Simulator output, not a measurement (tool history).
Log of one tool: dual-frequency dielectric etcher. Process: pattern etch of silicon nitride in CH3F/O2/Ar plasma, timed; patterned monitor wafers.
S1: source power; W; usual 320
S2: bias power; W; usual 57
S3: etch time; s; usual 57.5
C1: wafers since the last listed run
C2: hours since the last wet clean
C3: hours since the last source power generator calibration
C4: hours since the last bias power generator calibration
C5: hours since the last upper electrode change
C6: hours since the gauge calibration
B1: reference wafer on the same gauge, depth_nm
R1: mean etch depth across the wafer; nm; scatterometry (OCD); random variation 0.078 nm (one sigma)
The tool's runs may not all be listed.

{"run": 1, "hour": 0.0, "S1": 320, "S2": 57, "S3": 70.5, "C1": 0, "C2": 291.5, "C3": 2173.9, "C4": 3745.6, "C5": 2658.8, "C6": 275.8, "B1": 34.89, "R1": 40.67}
{"hour": 44.3, "done": "wet clean of the chamber"}
{"run": 2, "hour": 44.8, "S1": 320, "S2": 57, "S3": 70.5, "C1": 146, "C2": 0.5, "C3": 2218.7, "C4": 3790.4, "C5": 2703.6, "C6": 320.6, "B1": 34.89, "R1": 41.47}
{"run": 3, "hour": 58.7, "S1": 320, "S2": 57, "S3": 57.5, "C1": 97, "C2": 14.4, "C3": 2232.6, "C4": 3804.3, "C5": 2717.5, "C6": 334.5, "B1": 34.91, "R1": 33.92}
{"run": 4, "hour": 78.1, "S1": 320, "S2": 57, "S3": 57.5, "C1": 136, "C2": 33.8, "C3": 2252.0, "C4": 3823.7, "C5": 2736.9, "C6": 353.9, "B1": 34.91, "R1": 33.78}
{"run": 5, "hour": 95.8, "S1": 370, "S2": 48, "S3": 57.5, "C1": 124, "C2": 51.5, "C3": 2269.7, "C4": 3841.4, "C5": 2754.6, "C6": 371.6, "B1": 34.88, "R1": 34.35}
{"run": 6, "hour": 144.9, "S1": 370, "S2": 48, "S3": 57.5, "C1": 344, "C2": 100.6, "C3": 2318.8, "C4": 3890.5, "C5": 2803.7, "C6": 420.7, "B1": 34.92, "R1": 34.32}
{"run": 7, "hour": 159.3, "S1": 370, "S2": 48, "S3": 57.5, "C1": 101, "C2": 115.0, "C3": 2333.2, "C4": 3904.9, "C5": 2818.1, "C6": 435.1, "B1": 34.88, "R1": 34.33}
{"hour": 196.9, "done": "bias power generator calibrated"}
{"hour": 247.2, "done": "upper electrode replaced"}
{"run": 8, "hour": 247.7, "S1": 320, "S2": 57, "S3": 68.5, "C1": 424, "C2": 203.4, "C3": 2421.6, "C4": 50.8, "C5": 0.5, "C6": 523.5, "B1": 34.9, "R1": 39.62}
{"run": 9, "hour": 249.0, "S1": 320, "S2": 57, "S3": 68.5, "C1": 9, "C2": 204.7, "C3": 2422.9, "C4": 52.1, "C5": 1.8, "C6": 524.8, "B1": 34.91, "R1": 39.84}
{"run": 10, "hour": 270.1, "S1": 250, "S2": 57, "S3": 57.5, "C1": 148, "C2": 225.8, "C3": 2444.0, "C4": 73.2, "C5": 22.9, "C6": 545.9, "B1": 34.9, "R1": 29.3}
{"run": 11, "hour": 298.1, "S1": 320, "S2": 57, "S3": 57.5, "C1": 196, "C2": 253.8, "C3": 2472.0, "C4": 101.2, "C5": 50.9, "C6": 573.9, "B1": 34.89, "R1": 33.21}
{"run": 12, "hour": 331.9, "S1": 370, "S2": 69, "S3": 73.5, "C1": 237, "C2": 287.6, "C3": 2505.8, "C4": 135.0, "C5": 84.7, "C6": 607.7, "B1": 34.89, "R1": 48.38}
{"hour": 346.9, "done": "source power generator calibrated"}
{"run": 13, "hour": 366.4, "S1": 380, "S2": 51, "S3": 72.0, "C1": 214, "C2": 322.1, "C3": 19.5, "C4": 169.5, "C5": 119.2, "C6": 642.2, "B1": 34.89, "R1": 42.39}
{"hour": 405.9, "done": "wet clean of the chamber"}
{"run": 14, "hour": 406.4, "S1": 350, "S2": 57, "S3": 68.5, "C1": 112, "C2": 0.5, "C3": 59.5, "C4": 209.5, "C5": 159.2, "C6": 682.2, "B1": 34.9, "R1": 41.47}
{"run": 15, "hour": 414.0, "S1": 320, "S2": 66, "S3": 69.0, "C1": 53, "C2": 8.1, "C3": 67.1, "C4": 217.1, "C5": 166.8, "C6": 689.8, "B1": 34.89, "R1": 41.62}
{"run": 16, "hour": 434.4, "S1": 320, "S2": 57, "S3": 47.0, "C1": 143, "C2": 28.5, "C3": 87.5, "C4": 237.5, "C5": 187.2, "C6": 710.2, "B1": 34.92, "R1": 27.13}
{"run": 17, "hour": 449.1, "S1": 320, "S2": 57, "S3": 57.5, "C1": 103, "C2": 43.2, "C3": 102.2, "C4": 252.2, "C5": 201.9, "C6": 724.9, "B1": 34.91, "R1": 33.17}
{"run": 18, "hour": 473.1, "S1": 300, "S2": 57, "S3": 57.5, "C1": 168, "C2": 67.2, "C3": 126.2, "C4": 276.2, "C5": 225.9, "C6": 748.9, "B1": 34.9, "R1": 32.04}
{"run": 19, "hour": 505.2, "S1": 320, "S2": 57, "S3": 57.5, "C1": 225, "C2": 99.3, "C3": 158.3, "C4": 308.3, "C5": 258.0, "C6": 781.0, "B1": 34.9, "R1": 32.87}
{"run": 20, "hour": 529.9, "S1": 360, "S2": 44, "S3": 53.0, "C1": 173, "C2": 124.0, "C3": 183.0, "C4": 333.0, "C5": 282.7, "C6": 805.7, "B1": 34.9, "R1": 29.74}
{"run": 21, "hour": 579.3, "S1": 320, "S2": 53, "S3": 43.5, "C1": 347, "C2": 173.4, "C3": 232.4, "C4": 382.4, "C5": 332.1, "C6": 855.1, "B1": 34.89, "R1": 24.22}
{"hour": 658.6, "done": "gauge calibrated"}
{"run": 22, "hour": 661.7, "S1": 390, "S2": 49, "S3": 57.5, "C1": 578, "C2": 255.8, "C3": 314.8, "C4": 464.8, "C5": 414.5, "C6": 3.1, "B1": 34.92, "R1": 34.12}
{"run": 23, "hour": 691.0, "S1": 320, "S2": 57, "S3": 57.5, "C1": 205, "C2": 285.1, "C3": 344.1, "C4": 494.1, "C5": 443.8, "C6": 32.4, "B1": 34.9, "R1": 32.59}
{"run": 24, "hour": 714.5, "S1": 250, "S2": 63, "S3": 67.5, "C1": 165, "C2": 308.6, "C3": 367.6, "C4": 517.6, "C5": 467.3, "C6": 55.9, "B1": 34.88, "R1": 34.76}
{"run": 25, "hour": 741.9, "S1": 320, "S2": 68, "S3": 57.5, "C1": 192, "C2": 336.0, "C3": 395.0, "C4": 545.0, "C5": 494.7, "C6": 83.3, "B1": 34.89, "R1": 34.19}
{"run": 26, "hour": 775.3, "S1": 340, "S2": 63, "S3": 57.5, "C1": 234, "C2": 369.4, "C3": 428.4, "C4": 578.4, "C5": 528.1, "C6": 116.7, "B1": 34.9, "R1": 34.41}
{"hour": 808.5, "done": "wet clean of the chamber"}
{"run": 27, "hour": 811.0, "S1": 370, "S2": 57, "S3": 57.5, "C1": 82, "C2": 2.5, "C3": 464.1, "C4": 614.1, "C5": 563.8, "C6": 152.4, "B1": 34.92, "R1": 36.32}
{"run": 28, "hour": 842.0, "S1": 250, "S2": 51, "S3": 62.0, "C1": 217, "C2": 33.5, "C3": 495.1, "C4": 645.1, "C5": 594.8, "C6": 183.4, "B1": 34.91, "R1": 30.79}
{"run": 29, "hour": 880.9, "S1": 320, "S2": 57, "S3": 49.5, "C1": 273, "C2": 72.4, "C3": 534.0, "C4": 684.0, "C5": 633.7, "C6": 222.3, "B1": 34.89, "R1": 28.87}

Forecast each of these 5 alternatives for the next run:
{"run": "A", "hour": 881.3, "S1": 320, "S2": 57, "S3": 57.5, "C1": 2, "C2": 72.8, "C3": 534.4, "C4": 684.4, "C5": 634.1, "C6": 222.7, "B1": "?", "R1": "?"}
{"run": "B", "hour": 881.3, "S1": 390, "S2": 68, "S3": 48.5, "C1": 2, "C2": 72.8, "C3": 534.4, "C4": 684.4, "C5": 634.1, "C6": 222.7, "B1": "?", "R1": "?"}
{"run": "C", "hour": 881.3, "S1": 370, "S2": 57, "S3": 43.0, "C1": 2, "C2": 72.8, "C3": 534.4, "C4": 684.4, "C5": 634.1, "C6": 222.7, "B1": "?", "R1": "?"}
{"run": "D", "hour": 881.3, "S1": 370, "S2": 47, "S3": 42.5, "C1": 2, "C2": 72.8, "C3": 534.4, "C4": 684.4, "C5": 634.1, "C6": 222.7, "B1": "?", "R1": "?"}
{"run": "E", "hour": 881.3, "S1": 390, "S2": 63, "S3": 57.5, "C1": 2, "C2": 72.8, "C3": 534.4, "C4": 684.4, "C5": 634.1, "C6": 222.7, "B1": "?", "R1": "?"}

run=A B1=34.88 R1=33.39
run=B B1=34.88 R1=32.75
run=C B1=34.88 R1=26.80
run=D B1=34.88 R1=25.01
run=E B1=34.88 R1=37.90
Without the tool's hidden state the same runs would have given:
run=A R1=33.25
run=B R1=32.62
run=C R1=26.69
run=D R1=24.91
run=E R1=37.75
